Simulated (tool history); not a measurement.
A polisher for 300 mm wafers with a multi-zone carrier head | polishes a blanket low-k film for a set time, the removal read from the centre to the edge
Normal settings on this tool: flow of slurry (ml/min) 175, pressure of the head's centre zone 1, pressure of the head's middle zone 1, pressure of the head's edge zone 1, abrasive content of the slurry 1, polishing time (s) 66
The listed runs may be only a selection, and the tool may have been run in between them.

| run | hour | flow of slurry (ml/min) | pressure of the head's centre zone | pressure of the head's middle zone | pressure of the head's edge zone | abrasive content of the slurry | polishing time (s) | incoming thickness of the incoming film, nm | film removed at the wafer's centre (angstrom) | film removed at mid-radius (angstrom) | film removed at the wafer's edge (angstrom) |
|---|---|---|---|---|---|---|---|---|---|---|---|
| 1 | 0 | 175 | 1 | 1 | 1 | 1 | 66 | 555.7 | 154 | 160 | 158 |
| 2 | 48.8 | 175 | 1 | 1 | 1 | 1 | 66 | 560.8 | 154 | 161 | 158 |
| 3 | 98.2 | 175 | 0.91 | 1 | 1.08 | 1 | 66 | 559.8 | 142 | 158 | 167 |
|  | 117.1 | worn pad replaced by a new one |
| 4 | 153.8 | 175 | 0.91 | 1 | 1.08 | 1 | 66 | 571.8 | 140 | 160 | 165 |
| 5 | 205.5 | 175 | 0.91 | 1 | 1.08 | 1 | 66 | 558.3 | 140 | 157 | 168 |
| 6 | 243.6 | 175 | 1 | 1 | 1 | 1 | 66 | 571 | 153 | 161 | 156 |
| 7 | 309.8 | 175 | 1 | 1 | 1 | 1 | 66 | 556.2 | 151 | 152 | 160 |
| 8 | 352.3 | 175 | 1 | 1 | 1 | 1 | 66 | 571.1 | 150 | 153 | 157 |
|  | 368.2 | worn pad replaced by a new one |
| 9 | 440.2 | 175 | 1 | 1 | 1 | 1 | 66 | 567.8 | 149 | 155 | 159 |
| 10 | 488.4 | 175 | 1 | 1 | 1 | 1 | 66 | 553.4 | 147 | 152 | 156 |
|  | 536 | slurry nozzle cleaned |
|  | 543.8 | edge zone pressure recalibrated |
| 11 | 583.2 | 175 | 1 | 0.91 | 0.88 | 1 | 81 | 563.3 | 188 | 186 | 187 |
|  | 658.3 | worn pad replaced by a new one |
| 12 | 684.8 | 215 | 1 | 1 | 1 | 0.8 | 66 | 557.5 | 141 | 147 | 149 |
| 13 | 757.6 | 150 | 1.1 | 1.08 | 1 | 1 | 66 | 564.1 | 164 | 164 | 160 |
| 14 | 819.2 | 175 | 1 | 0.95 | 1 | 1 | 66 | 561.7 | 153 | 154 | 160 |
|  | 892.6 | carrier head's membrane replaced by a new one |
| 15 | 893.1 | 225 | 1 | 1 | 0.91 | 0.8 | 66 | 556.8 | 139 | 147 | 142 |
|  | 938.9 | worn pad replaced by a new one |
|  | 944.9 | centre zone pressure recalibrated |
| 16 | 985.5 | 175 | 0.89 | 1 | 1 | 1 | 66 | 558.8 | 138 | 152 | 161 |
| 17 | 1036.3 | 175 | 1 | 1 | 1 | 1 | 66 | 567 | 150 | 155 | 159 |
| 18 | 1128.2 | 150 | 1 | 1 | 1 | 1 | 66 | 562.4 | 145 | 149 | 156 |
|  | 1199.8 | worn pad replaced by a new one |
| 19 | 1216.9 | 220 | 1 | 1 | 1 | 1.3 | 66 | 565 | 169 | 171 | 177 |
| 20 | 1297.8 | 175 | 1 | 1 | 1 | 1 | 66 | 564.7 | 143 | 147 | 152 |
|  | 1353.2 | slurry nozzle cleaned |
| 21 | 1367.6 | 130 | 1 | 0.9 | 1 | 0.75 | 66 | 561.5 | 135 | 129 | 139 |

Below are 5 alternative next runs, each starting from the tool's condition after run 21. Predict each:
| A | 1368 | 175 | 1 | 1 | 1 | 1 | 66 | 552.8 | ? | ? | ? |
| B | 1368 | 175 | 1 | 0.95 | 0.92 | 0.8 | 55 | 552.8 | ? | ? | ? |
| C | 1368 | 125 | 0.93 | 1 | 1 | 0.8 | 54 | 552.8 | ? | ? | ? |
| D | 1368 | 230 | 1 | 1 | 1 | 0.8 | 88 | 552.8 | ? | ? | ? |
| E | 1368 | 195 | 1 | 1 | 1.07 | 0.9 | 66 | 552.8 | ? | ? | ? |

| run | film removed at the wafer's centre (angstrom) | film removed at mid-radius (angstrom) | film removed at the wafer's edge (angstrom) |
|---|---|---|---|
| A | 159 | 159 | 159 |
| B | 120 | 118 | 116 |
| C | 107 | 115 | 116 |
| D | 198 | 199 | 197 |
| E | 154 | 154 | 159 |
With no hidden state in the tool, these same runs would have given:
| run | film removed at the wafer's centre (angstrom) | film removed at mid-radius (angstrom) | film removed at the wafer's edge (angstrom) |
|---|---|---|---|
| A | 159 | 160 | 159 |
| B | 121 | 118 | 116 |
| C | 107 | 115 | 116 |
| D | 199 | 199 | 197 |
| E | 154 | 154 | 159 |
